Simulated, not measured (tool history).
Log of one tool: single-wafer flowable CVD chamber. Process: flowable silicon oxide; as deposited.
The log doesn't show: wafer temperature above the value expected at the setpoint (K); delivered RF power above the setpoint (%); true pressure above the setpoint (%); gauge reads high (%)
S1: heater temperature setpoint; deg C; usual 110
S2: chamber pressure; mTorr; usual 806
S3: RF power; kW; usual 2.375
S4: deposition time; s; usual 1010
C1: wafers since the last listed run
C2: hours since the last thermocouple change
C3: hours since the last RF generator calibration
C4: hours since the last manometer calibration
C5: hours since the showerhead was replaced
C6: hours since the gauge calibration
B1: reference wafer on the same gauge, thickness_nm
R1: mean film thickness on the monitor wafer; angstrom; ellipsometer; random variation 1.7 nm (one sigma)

run,hour,S1,S2,S3,S4,C1,C2,C3,C4,C5,C6,B1,R1
1,0.0,110,806,2.375,1010,0,1134.8,605.8,1532.0,1756.8,291.1,484.616,4741.34
2,94.4,110,806,2.375,1010,171,1229.2,700.2,1626.4,1851.2,385.5,485.255,4762.26
3,134.2,110,806,2.375,1010,72,1269.0,740.0,1666.2,1891.0,425.3,486.131,4746.21
4,180.2,110,806,2.375,1010,83,1315.0,786.0,1712.2,1937.0,471.3,486.399,4729.99
5,251.6,110,806,2.375,1010,129,1386.4,857.4,1783.6,2008.4,542.7,486.785,4749.83
6,330.7,104,806,2.375,1170,143,1465.5,936.5,1862.7,2087.5,621.8,487.484,6822.46
7,371.5,104,806,2.375,1170,73,1506.3,977.3,1903.5,2128.3,662.6,487.988,6851.51
8,417.9,104,806,2.375,1170,84,1552.7,1023.7,1949.9,2174.7,709.0,488.532,6869.31
9,507.1,105,806,2.375,1010,161,1641.9,1112.9,2039.1,2263.9,798.2,489.505,5696.20
# hour 539.7: capacitance manometer re-zeroed and calibrated
10,584.0,105,806,2.375,1010,124,1718.8,1189.8,44.3,2340.8,875.1,490.128,5729.51
11,620.6,110,806,2.375,1010,66,1755.4,1226.4,80.9,2377.4,911.7,490.625,4785.68
# hour 687.6: thermocouple changed; heater temperature recalibrated
12,693.2,110,806,2.375,1010,117,5.6,1299.0,153.5,2450.0,984.3,491.057,4764.27
13,750.9,110,806,2.375,1010,104,63.3,1356.7,211.2,2507.7,1042.0,491.899,4778.49
14,796.3,110,806,2.375,1010,82,108.7,1402.1,256.6,2553.1,1087.4,492.203,4797.69
15,901.3,110,806,2.375,1010,190,213.7,1507.1,361.6,2658.1,1192.4,492.957,4784.78
# hour 979.2: showerhead replaced
16,979.7,104,806,2.375,1170,127,292.1,1585.5,440.0,0.5,1270.8,494.158,6992.81
# hour 1046.1: gauge calibrated
17,1064.8,103,663,2.180,870,154,377.2,1670.6,525.1,85.6,18.7,481.422,4420.69
18,1148.8,110,806,2.375,1010,152,461.2,1754.6,609.1,169.6,102.7,482.488,4700.11
19,1239.2,110,806,2.375,910,163,551.6,1845.0,699.5,260.0,193.1,483.043,4237.48
20,1315.7,114,971,2.700,1140,138,628.1,1921.5,776.0,336.5,269.6,483.827,5480.53
21,1390.2,116,937,2.185,1010,134,702.6,1996.0,850.5,411.0,344.1,484.437,4234.80
22,1466.4,118,806,2.375,1110,138,778.8,2072.2,926.7,487.2,420.3,485.278,3916.51
# hour 1499.0: RF generator calibrated
23,1507.0,124,875,2.510,940,59,819.4,8.0,967.3,527.8,460.9,485.690,2969.48
24,1611.4,110,806,2.375,1010,189,923.8,112.4,1071.7,632.2,565.3,486.415,4717.56
25,1699.2,110,906,2.135,1010,159,1011.6,200.2,1159.5,720.0,653.1,487.259,5064.28
26,1765.7,105,912,2.375,1010,120,1078.1,266.7,1226.0,786.5,719.6,487.821,6260.35
27,1863.6,110,806,2.375,1010,177,1176.0,364.6,1323.9,884.4,817.5,489.110,4771.47
28,1905.3,110,675,2.375,1080,75,1217.7,406.3,1365.6,926.1,859.2,489.225,4431.53

What the log doesn't show, run by run:
wafer temperature above the value expected at the setpoint (K): 0 in every run
delivered RF power above the setpoint (%): 0 in every run
true pressure above the setpoint (%): 0 in every run
H1: gauge reads high (%)
run,H1
1,0.53
2,0.717
3,0.796
4,0.886
5,1.03
6,1.18
7,1.26
8,1.36
9,1.53
10,1.69
11,1.76
12,1.9
13,2.02
14,2.1
15,2.31
16,2.47
17,-0.115
18,0.0516
19,0.23
20,0.382
21,0.529
22,0.68
23,0.76
24,0.966
25,1.14
26,1.27
27,1.47
28,1.55
